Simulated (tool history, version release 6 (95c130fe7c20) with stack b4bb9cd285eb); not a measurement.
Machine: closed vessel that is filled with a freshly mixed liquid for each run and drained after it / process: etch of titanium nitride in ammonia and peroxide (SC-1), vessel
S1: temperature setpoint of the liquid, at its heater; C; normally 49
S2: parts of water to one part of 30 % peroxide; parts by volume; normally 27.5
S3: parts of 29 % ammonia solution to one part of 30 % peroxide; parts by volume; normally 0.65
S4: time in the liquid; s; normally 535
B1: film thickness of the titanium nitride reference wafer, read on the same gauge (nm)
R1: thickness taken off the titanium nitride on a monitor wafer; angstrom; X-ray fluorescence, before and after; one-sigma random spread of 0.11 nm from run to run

run	hour	S1	S2	S3	S4	B1	R1
1	0	49	27.5	0.65	535	100.02	161.2
2	50.8	49	27.5	0.65	725	100.03	221.7
# hour 104.3: thermometer replaced
3	109	49	27.5	0.65	725	100.01	200.2
4	144.7	49	27.5	0.65	725	99.98	201.4
5	183.5	49	32	0.65	535	100.02	136.3
6	216.8	49	27.5	0.65	535	100	149.6
# hour 255.6: gauge calibrated
7	276.7	49	27.5	0.65	535	99.99	148.4
8	348.2	49	27.5	0.65	535	100	150.8
9	380.8	49	27.5	0.65	535	100.01	150.3
10	451.2	49	27.5	0.65	535	100.02	149.9
11	500.7	49	32.5	0.65	535	100	137.7
# hour 535.9: new drum of ammonia solution connected
12	538.8	42	27.5	0.8	320	99.98	56.3
13	578	49	40.5	0.65	535	99.97	122.2
# hour 589.3: ammonia flow meter replaced
14	640.2	49	34.5	0.65	535	100	132.9
15	708.9	58.5	18	0.45	535	99.98	342.6
16	745.9	42	27.5	0.35	225	99.96	34.5
17	780.7	54.5	27.5	0.65	245	100.03	101.6
18	819.8	58	27.5	0.45	535	99.99	264
19	854.4	49	27.5	0.4	535	99.99	140.7
20	922.9	49	27.5	0.75	370	100.03	108.7

What will run 21 give?
21	986.7	49	27.5	0.65	535	?	?

B1: 100.01
R1: 152.4 angstrom
Take away the tool's hidden state, keep the run-to-run variation as it was, and the same run would have given R1 145 angstrom.

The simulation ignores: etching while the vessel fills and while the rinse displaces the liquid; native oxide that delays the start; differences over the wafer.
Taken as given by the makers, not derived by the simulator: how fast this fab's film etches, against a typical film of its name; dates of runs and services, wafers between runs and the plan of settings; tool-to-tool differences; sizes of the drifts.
